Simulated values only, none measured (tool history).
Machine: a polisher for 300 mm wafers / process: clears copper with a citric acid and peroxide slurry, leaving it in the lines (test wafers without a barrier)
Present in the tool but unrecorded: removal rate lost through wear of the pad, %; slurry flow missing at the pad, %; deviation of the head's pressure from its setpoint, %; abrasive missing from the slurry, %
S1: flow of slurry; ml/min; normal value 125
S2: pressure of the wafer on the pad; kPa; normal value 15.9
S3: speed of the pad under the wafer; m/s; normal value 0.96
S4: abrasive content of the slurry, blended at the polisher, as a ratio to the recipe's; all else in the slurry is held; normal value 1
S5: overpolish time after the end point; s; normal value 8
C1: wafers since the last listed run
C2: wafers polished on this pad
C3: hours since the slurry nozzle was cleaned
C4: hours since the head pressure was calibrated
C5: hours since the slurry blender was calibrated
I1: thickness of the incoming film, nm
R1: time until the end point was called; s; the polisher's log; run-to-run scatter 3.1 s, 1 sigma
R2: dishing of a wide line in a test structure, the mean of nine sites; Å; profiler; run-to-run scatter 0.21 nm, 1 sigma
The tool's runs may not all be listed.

run 1 hour=0 | S1=125 S2=15.9 S3=0.96 S4=1 S5=8 | C1=0 C2=721 C3=932.1 C4=458.8 C5=513.9 | I1=245.8 | R1=177.9 R2=87
-- hour=7.1 slurry blender recalibrated
-- hour=33.8 slurry nozzle cleaned
run 2 hour=107.9 | S1=125 S2=13.8 S3=0.96 S4=1 S5=8 | C1=1040 C2=1762 C3=74.1 C4=566.7 C5=100.8 | I1=247.5 | R1=216.4 R2=75
run 3 hour=185.5 | S1=125 S2=13.8 S3=0.96 S4=1 S5=8 | C1=769 C2=2531 C3=151.7 C4=644.3 C5=178.4 | I1=246.9 | R1=220.6 R2=74
run 4 hour=251.1 | S1=125 S2=13.8 S3=0.96 S4=1 S5=8 | C1=650 C2=3182 C3=217.3 C4=709.9 C5=244 | I1=242.7 | R1=227.6 R2=69
run 5 hour=287.3 | S1=125 S2=15.9 S3=0.96 S4=1 S5=8 | C1=358 C2=3540 C3=253.5 C4=746.1 C5=280.2 | I1=240.9 | R1=197.8 R2=80
run 6 hour=393.8 | S1=125 S2=15.9 S3=0.96 S4=1 S5=8 | C1=1056 C2=4597 C3=360 C4=852.6 C5=386.7 | I1=247.3 | R1=224.8 R2=74
-- hour=429.4 worn pad replaced by a new one
-- hour=461 slurry blender recalibrated
run 7 hour=485.5 | S1=125 S2=15.9 S3=0.96 S4=1.25 S5=8 | C1=849 C2=536 C3=451.7 C4=944.3 C5=24.5 | I1=240.4 | R1=180 R2=89
run 8 hour=560.5 | S1=125 S2=15.9 S3=0.96 S4=1.25 S5=8 | C1=743 C2=1280 C3=526.7 C4=1019.3 C5=99.5 | I1=246.2 | R1=185.3 R2=85
-- hour=599.6 head pressure recalibrated
run 9 hour=628.2 | S1=125 S2=15.9 S3=0.96 S4=1 S5=8 | C1=651 C2=1931 C3=594.4 C4=28.6 C5=167.2 | I1=246.7 | R1=172.1 R2=91
run 10 hour=665.2 | S1=125 S2=15.9 S3=0.96 S4=1 S5=8 | C1=366 C2=2298 C3=631.4 C4=65.6 C5=204.2 | I1=241.9 | R1=173.6 R2=91
run 11 hour=763 | S1=125 S2=15.9 S3=0.96 S4=1 S5=8 | C1=969 C2=3268 C3=729.2 C4=163.4 C5=302 | I1=245.9 | R1=186.5 R2=89
run 12 hour=805.3 | S1=125 S2=15.9 S3=0.96 S4=1 S5=8 | C1=419 C2=3687 C3=771.5 C4=205.7 C5=344.3 | I1=242.6 | R1=182.4 R2=85
-- hour=893.4 worn pad replaced by a new one
run 13 hour=905.7 | S1=125 S2=15.9 S3=0.96 S4=1.05 S5=8 | C1=955 C2=121 C3=871.9 C4=306.1 C5=444.7 | I1=243.3 | R1=171.7 R2=91
-- hour=936.5 slurry nozzle cleaned
-- hour=969 slurry blender recalibrated
run 14 hour=983.2 | S1=125 S2=15.9 S3=0.96 S4=1.05 S5=8 | C1=738 C2=860 C3=46.7 C4=383.6 C5=14.2 | I1=246.6 | R1=175.8 R2=90
run 15 hour=1066 | S1=125 S2=13.8 S3=0.96 S4=1 S5=8 | C1=821 C2=1681 C3=129.5 C4=466.4 C5=97 | I1=243.5 | R1=209.7 R2=78
run 16 hour=1127.3 | S1=125 S2=15.9 S3=0.96 S4=1 S5=8 | C1=607 C2=2289 C3=190.8 C4=527.7 C5=158.3 | I1=242.8 | R1=188.1 R2=83
run 17 hour=1173.9 | S1=125 S2=15.9 S3=0.96 S4=1 S5=8 | C1=462 C2=2751 C3=237.4 C4=574.3 C5=204.9 | I1=244.6 | R1=187.4 R2=83
run 18 hour=1254.5 | S1=140 S2=15.9 S3=1.24 S4=1.25 S5=8 | C1=799 C2=3550 C3=318 C4=654.9 C5=285.5 | I1=247.3 | R1=153.4 R2=110
-- hour=1333.1 worn pad replaced by a new one
run 19 hour=1338 | S1=125 S2=10.3 S3=0.96 S4=1.15 S5=8 | C1=788 C2=48 C3=401.5 C4=738.4 C5=369 | I1=245.5 | R1=283.9 R2=61
-- hour=1434.3 slurry blender recalibrated
run 20 hour=1444.3 | S1=125 S2=15.9 S3=0.96 S4=1 S5=8 | C1=1034 C2=1082 C3=507.8 C4=844.7 C5=10 | I1=242 | R1=187.4 R2=83
run 21 hour=1483 | S1=155 S2=15.9 S3=0.86 S4=1.25 S5=4 | C1=383 C2=1466 C3=546.5 C4=883.4 C5=48.7 | I1=244.2 | R1=192.4 R2=42
run 22 hour=1531.8 | S1=150 S2=12.4 S3=1.06 S4=1.2 S5=8 | C1=483 C2=1950 C3=595.3 C4=932.2 C5=97.5 | I1=246.7 | R1=213.6 R2=76
-- hour=1636.7 head pressure recalibrated
-- hour=1803.6 worn pad replaced by a new one
-- hour=1851.4 slurry blender recalibrated
-- hour=1852 slurry nozzle cleaned
run 23 hour=1852.7 | S1=170 S2=15.9 S3=0.78 S4=1 S5=8 | C1=3096 C2=461 C3=0.7 C4=216 C5=1.3 | I1=247.5 | R1=209.2 R2=77
run 24 hour=1916 | S1=125 S2=11 S3=1.26 S4=0.75 S5=5 | C1=627 C2=1089 C3=64 C4=279.3 C5=64.6 | I1=247.7 | R1=230 R2=45
run 25 hour=2037.8 | S1=125 S2=15.9 S3=0.96 S4=1 S5=10 | C1=1207 C2=2296 C3=185.8 C4=401.1 C5=186.4 | I1=250 | R1=196.9 R2=102
run 26 hour=2131.9 | S1=145 S2=19.3 S3=1.22 S4=1 S5=11 | C1=933 C2=3230 C3=279.9 C4=495.2 C5=280.5 | I1=242.5 | R1=129.2 R2=165
run 27 hour=2188.5 | S1=90 S2=15.9 S3=0.96 S4=0.85 S5=12 | C1=561 C2=3791 C3=336.5 C4=551.8 C5=337.1 | I1=243.6 | R1=226.6 R2=100
-- hour=2212.1 worn pad replaced by a new one
run 28 hour=2258.1 | S1=105 S2=15.9 S3=0.68 S4=1 S5=8 | C1=650 C2=456 C3=406.1 C4=621.4 C5=406.7 | I1=244 | R1=267.7 R2=60
run 29 hour=2353.8 | S1=95 S2=13.8 S3=0.96 S4=1 S5=5 | C1=948 C2=1405 C3=501.8 C4=717.1 C5=502.4 | I1=245.5 | R1=238.5 R2=44

Entry by entry between the runs, the difference in hidden state between the last listed run before and the first listed run after:
Between runs 1 and 2: slurry blender recalibrated (hour 7.1); slurry nozzle cleaned (hour 33.8)
  removal rate lost through wear of the pad, %: 1.02 -> 2.51; deviation of the head's pressure from its setpoint, %: -5.8 -> -7.14
  measured value less the no-hidden-state value, R1: +11.7 -> +19.9 s; R2: -6 -> -7 Å
Between runs 6 and 7: worn pad replaced by a new one (hour 429.4); slurry blender recalibrated (hour 461)
  removal rate lost through wear of the pad, %: 12.5 -> 1.05; deviation of the head's pressure from its setpoint, %: -10.7 -> -11.8
  measured value less the no-hidden-state value, R1: +48.5 -> +22.3 s; R2: -20 -> -12 Å
Between runs 8 and 9: head pressure recalibrated (hour 599.6)
  removal rate lost through wear of the pad, %: 1.81 -> 3.02; deviation of the head's pressure from its setpoint, %: -12.8 -> 0.297
  measured value less the no-hidden-state value, R1: +25.8 -> +4.7 s; R2: -13 -> -2 Å
Between runs 12 and 13: worn pad replaced by a new one (hour 893.4)
  removal rate lost through wear of the pad, %: 8.53 -> 0.449; deviation of the head's pressure from its setpoint, %: -1.9 -> -3.15
  measured value less the no-hidden-state value, R1: +18.7 -> +5.9 s; R2: -9 -> -3 Å
Between runs 13 and 14: slurry nozzle cleaned (hour 936.5); slurry blender recalibrated (hour 969)
  removal rate lost through wear of the pad, %: 0.449 -> 0.877; deviation of the head's pressure from its setpoint, %: -3.15 -> -4.11
  measured value less the no-hidden-state value, R1: +5.9 -> +8.5 s; R2: -3 -> -5 Å
Between runs 18 and 19: worn pad replaced by a new one (hour 1333.1)
  removal rate lost through wear of the pad, %: 7.5 -> 1.24; deviation of the head's pressure from its setpoint, %: -7.48 -> -8.51
  measured value less the no-hidden-state value, R1: +21.9 -> +26.3 s; R2: -18 -> -6 Å
Between runs 19 and 20: slurry blender recalibrated (hour 1434.3)
  removal rate lost through wear of the pad, %: 1.24 -> 1.91; deviation of the head's pressure from its setpoint, %: -8.51 -> -9.83
  measured value less the no-hidden-state value, R1: +26.3 -> +21.1 s; R2: -6 -> -10 Å
Between runs 22 and 23: head pressure recalibrated (hour 1636.7); worn pad replaced by a new one (hour 1803.6); slurry blender recalibrated (hour 1851.4); slurry nozzle cleaned (hour 1852)
  removal rate lost through wear of the pad, %: 3.37 -> 2.27; deviation of the head's pressure from its setpoint, %: -10.9 -> -5.08
  measured value less the no-hidden-state value, R1: +28.9 -> +14.7 s; R2: -12 -> -5 Å
Between runs 27 and 28: worn pad replaced by a new one (hour 2212.1)
  removal rate lost through wear of the pad, %: 10.2 -> 1.25; deviation of the head's pressure from its setpoint, %: -9.24 -> -10.1
  measured value less the no-hidden-state value, R1: +41.2 -> +28.9 s; R2: -21 -> -7 Å
